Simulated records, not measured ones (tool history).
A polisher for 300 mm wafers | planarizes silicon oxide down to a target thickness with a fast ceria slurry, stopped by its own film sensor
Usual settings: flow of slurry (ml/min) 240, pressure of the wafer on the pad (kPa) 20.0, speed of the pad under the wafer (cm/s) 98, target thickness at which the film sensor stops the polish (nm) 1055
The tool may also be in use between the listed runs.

run    hour  flow of slurry (ml/min)  pressure of the wafer on the pad (kPa)  speed of the pad under the wafer (cm/s)  target thickness at which the film sensor stops the polish (nm)  incoming thickness of the incoming film, nm  time until the film sensor stopped the polish (s)
  1     0.0                      240                                    20.0                                       98                                                              920                                       1675.7                                               53.9
        7.3  -- worn pad replaced by a new one
  2    90.3                      240                                    20.0                                       98                                                              920                                       1677.2                                               46.3
      142.8  -- slurry nozzle cleaned
  3   186.2                      240                                    20.0                                       98                                                              920                                       1644.7                                               47.2
      298.1  -- head pressure recalibrated
  4   406.3                      240                                    20.0                                       98                                                             1055                                       1637.6                                               37.4
      453.4  -- worn pad replaced by a new one
  5   453.9                      240                                    20.0                                       98                                                             1055                                       1654.3                                               35.8
  6   528.4                      240                                    20.0                                       98                                                             1055                                       1685.1                                               37.8
  7   624.7                      240                                    20.0                                       98                                                             1055                                       1637.3                                               36.2
  8   674.2                      240                                    20.0                                       98                                                             1055                                       1657.0                                               37.6
  9   712.0                      240                                    20.0                                       98                                                             1055                                       1630.1                                               37.1
      741.4  -- slurry nozzle cleaned
 10   757.5                      240                                    20.0                                       98                                                             1055                                       1622.5                                               36.9
 11   853.0                      240                                    20.0                                       98                                                             1055                                       1629.0                                               39.2
 12   893.7                      240                                    20.0                                       98                                                             1055                                       1668.4                                               44.0
      957.1  -- worn pad replaced by a new one
 13   957.6                      240                                    20.0                                       98                                                             1055                                       1654.1                                               39.3
 14  1017.8                      240                                    20.0                                       98                                                             1055                                       1633.2                                               36.2
 15  1064.8                      240                                    20.0                                       78                                                             1055                                       1638.9                                               47.4

Run 16 comes next. What will it give?
 16  1110.4                      240                                    22.8                                       72                                                              866                                       1682.1                                                  ?

{"run 16": {"time until the film sensor stopped the polish (s)": 62.4}}
Without the tool's hidden state the same run would have given time until the film sensor stopped the polish (s) 55.5.
